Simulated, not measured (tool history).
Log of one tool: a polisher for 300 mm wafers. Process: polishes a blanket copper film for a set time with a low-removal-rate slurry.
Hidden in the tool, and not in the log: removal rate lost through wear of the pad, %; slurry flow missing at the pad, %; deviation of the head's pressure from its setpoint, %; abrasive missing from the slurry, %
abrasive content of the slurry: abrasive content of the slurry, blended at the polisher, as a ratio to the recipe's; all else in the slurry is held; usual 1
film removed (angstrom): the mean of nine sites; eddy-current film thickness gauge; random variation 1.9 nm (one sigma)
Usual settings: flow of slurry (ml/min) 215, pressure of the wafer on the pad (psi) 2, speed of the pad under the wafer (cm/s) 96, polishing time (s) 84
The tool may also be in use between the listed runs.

run,hour,flow of slurry (ml/min),pressure of the wafer on the pad (psi),speed of the pad under the wafer (cm/s),abrasive content of the slurry,polishing time (s),wafers since the last listed run,wafers polished on this pad,hours since the slurry nozzle was cleaned,hours since the head pressure was calibrated,hours since the slurry blender was calibrated,"incoming thickness of the incoming film, nm",film removed (angstrom)
1,0,215,2,96,1,84,0,327,34.3,824.3,298.4,707.9,1505
2,23.2,215,2,96,1,84,138,465,57.5,847.5,321.6,718.2,1516
# hour 54.3: slurry blender recalibrated
3,111.5,215,2,96,1,67,516,982,145.8,935.8,57.2,710.7,1197
4,137.7,215,2,96,1,67,156,1139,172,962,83.4,719.5,1174
5,164.3,215,2,118,1,84,159,1298,198.6,988.6,110,712.7,1696
# hour 179.4: worn pad replaced by a new one
6,187.6,215,2,96,1,100,115,49,221.9,1011.9,133.3,724.7,1737
7,221.1,215,2,96,1,100,200,249,255.4,1045.4,166.8,721,1730
8,234.4,215,2,96,1,84,79,329,268.7,1058.7,180.1,720.3,1423
9,258.3,215,2,96,1,84,143,472,292.6,1082.6,204,716.7,1432
10,319.8,215,2,96,1,84,368,840,354.1,1144.1,265.5,723.8,1465
11,347.3,215,2,96,1,84,164,1005,381.6,1171.6,293,721.2,1446
# hour 361.9: slurry blender recalibrated
12,373.2,215,1.7,96,1,84,143,1148,407.5,1197.5,11.3,708.2,1177
13,385.7,215,1.7,96,1,84,74,1223,420,1210,23.8,721.6,1197
# hour 405.8: head pressure recalibrated
14,417.4,215,1.7,96,1,84,177,1400,451.7,11.6,55.5,720.3,1226
# hour 423.8: worn pad replaced by a new one
15,448.9,215,2.7,96,1,84,164,150,483.2,43.1,87,712,1888
16,473.5,160,2.4,130,1,84,147,297,507.8,67.7,111.6,722.6,1993
17,498.5,215,2,96,0.7,70,149,447,532.8,92.7,136.6,717.4,1087
18,590.4,245,2,96,1,84,550,997,624.7,184.6,228.5,730.9,1433
# hour 608.2: slurry nozzle cleaned
# hour 616.2: worn pad replaced by a new one
19,625.7,145,1.8,130,1.25,84,181,56,17.5,219.9,263.8,728.8,1696
20,643.4,215,2.5,96,1,84,105,162,35.2,237.6,281.5,729.7,1903
21,666,215,2,96,1,84,135,298,57.8,260.2,304.1,717,1503
# hour 679.1: slurry blender recalibrated
22,680.5,195,2,84,1,84,74,372,72.3,274.7,1.4,716.7,1342
23,727.8,215,2.2,96,1.15,84,283,656,119.6,322,48.7,730.8,1667
24,744.8,215,1.7,128,1,84,101,757,136.6,339,65.7,724.6,1617
25,764.6,215,2,96,1,84,118,876,156.4,358.8,85.5,724.4,1508
26,780.2,215,2,96,1,84,93,969,172,374.4,101.1,723.5,1455
27,814.1,255,2,118,0.85,75,202,1172,205.9,408.3,135,716.6,1550
28,827.4,215,2,96,1,84,79,1252,219.2,421.6,148.3,711.9,1458
29,856.5,250,1.5,96,1.15,101,174,1426,248.3,450.7,177.4,709.2,1375

Forecast each of these 5 alternatives for the next run:
A,856.9,215,2,126,1,84,2,1428,248.7,451.1,177.8,718.9,?
B,856.9,215,2.3,96,1,84,2,1428,248.7,451.1,177.8,718.9,?
C,856.9,145,1.7,76,0.75,84,2,1428,248.7,451.1,177.8,718.9,?
D,856.9,215,2,96,1.15,84,2,1428,248.7,451.1,177.8,718.9,?
E,856.9,215,2,96,1.3,92,2,1428,248.7,451.1,177.8,718.9,?

run,film removed (angstrom)
A,1807
B,1661
C,879
D,1482
E,1660
Without the tool's hidden state the same runs would have given:
run,film removed (angstrom)
A,1938
B,1782
C,976
D,1589
E,1780
